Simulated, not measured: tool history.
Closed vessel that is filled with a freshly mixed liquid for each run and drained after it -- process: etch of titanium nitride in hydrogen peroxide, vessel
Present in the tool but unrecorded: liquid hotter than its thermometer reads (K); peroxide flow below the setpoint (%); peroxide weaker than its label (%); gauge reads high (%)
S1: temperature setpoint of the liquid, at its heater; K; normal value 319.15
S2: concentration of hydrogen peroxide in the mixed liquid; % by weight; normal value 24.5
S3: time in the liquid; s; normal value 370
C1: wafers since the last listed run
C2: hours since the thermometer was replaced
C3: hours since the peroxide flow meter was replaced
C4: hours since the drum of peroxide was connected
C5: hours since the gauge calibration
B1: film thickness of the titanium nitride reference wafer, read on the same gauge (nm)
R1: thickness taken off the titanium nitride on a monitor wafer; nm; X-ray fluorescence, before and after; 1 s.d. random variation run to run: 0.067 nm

{"run": 1, "hour": 0.0, "S1": 319.15, "S2": 24.5, "S3": 370, "C1": 0, "C2": 847, "C3": 595.3, "C4": 16.5, "C5": 385, "B1": 39.98, "R1": 18.18}
{"hour": 10.5, "done": "gauge calibrated"}
{"run": 2, "hour": 30.0, "S1": 319.15, "S2": 24.5, "S3": 370, "C1": 2908, "C2": 877, "C3": 625.3, "C4": 46.5, "C5": 19.5, "B1": 40.02, "R1": 18.21}
{"run": 3, "hour": 57.6, "S1": 319.15, "S2": 24.5, "S3": 370, "C1": 2675, "C2": 904.6, "C3": 652.9, "C4": 74.1, "C5": 47.1, "B1": 39.97, "R1": 18.16}
{"run": 4, "hour": 88.8, "S1": 323.15, "S2": 24.5, "S3": 475, "C1": 3024, "C2": 935.8, "C3": 684.1, "C4": 105.3, "C5": 78.3, "B1": 40.01, "R1": 31.43}
{"run": 5, "hour": 165.9, "S1": 319.15, "S2": 24.5, "S3": 370, "C1": 7475, "C2": 1012.9, "C3": 761.2, "C4": 182.4, "C5": 155.4, "B1": 40, "R1": 18.09}
{"run": 6, "hour": 191.6, "S1": 319.15, "S2": 24.5, "S3": 370, "C1": 2491, "C2": 1038.6, "C3": 786.9, "C4": 208.1, "C5": 181.1, "B1": 39.99, "R1": 17.92}
{"run": 7, "hour": 207.9, "S1": 319.15, "S2": 24.5, "S3": 370, "C1": 1580, "C2": 1054.9, "C3": 803.2, "C4": 224.4, "C5": 197.4, "B1": 40.01, "R1": 18.02}
{"run": 8, "hour": 237.7, "S1": 319.15, "S2": 24.5, "S3": 370, "C1": 2889, "C2": 1084.7, "C3": 833, "C4": 254.2, "C5": 227.2, "B1": 39.98, "R1": 17.89}
{"run": 9, "hour": 254.9, "S1": 319.15, "S2": 24.5, "S3": 370, "C1": 1667, "C2": 1101.9, "C3": 850.2, "C4": 271.4, "C5": 244.4, "B1": 39.99, "R1": 17.83}
{"run": 10, "hour": 279.5, "S1": 319.15, "S2": 24.5, "S3": 370, "C1": 2385, "C2": 1126.5, "C3": 874.8, "C4": 296, "C5": 269, "B1": 39.98, "R1": 17.91}
{"run": 11, "hour": 291.8, "S1": 319.15, "S2": 24.5, "S3": 370, "C1": 1192, "C2": 1138.8, "C3": 887.1, "C4": 308.3, "C5": 281.3, "B1": 39.98, "R1": 17.71}
{"hour": 294.6, "done": "new drum of peroxide connected"}
{"run": 12, "hour": 317.7, "S1": 319.15, "S2": 24.5, "S3": 370, "C1": 2414, "C2": 1164.7, "C3": 913, "C4": 23.1, "C5": 307.2, "B1": 40, "R1": 17.97}
{"run": 13, "hour": 336.4, "S1": 319.15, "S2": 24.5, "S3": 370, "C1": 1813, "C2": 1183.4, "C3": 931.7, "C4": 41.8, "C5": 325.9, "B1": 40, "R1": 18.07}
{"run": 14, "hour": 360.8, "S1": 319.15, "S2": 24.5, "S3": 370, "C1": 2365, "C2": 1207.8, "C3": 956.1, "C4": 66.2, "C5": 350.3, "B1": 40.01, "R1": 17.97}
{"run": 15, "hour": 396.0, "S1": 319.15, "S2": 24.5, "S3": 370, "C1": 3412, "C2": 1243, "C3": 991.3, "C4": 101.4, "C5": 385.5, "B1": 40.01, "R1": 17.86}

Run 16 comes next. What will it give?
{"run": 16, "hour": 430.7, "S1": 319.15, "S2": 24.5, "S3": 370, "C1": 3364, "C2": 1277.7, "C3": 1026, "C4": 136.1, "C5": 420.2, "B1": "?", "R1": "?"}

B1: 39.98
R1: 17.76 nm
Take away the tool's hidden state, keep the run-to-run variation as it was, and the same run would have given R1 18.37 nm.
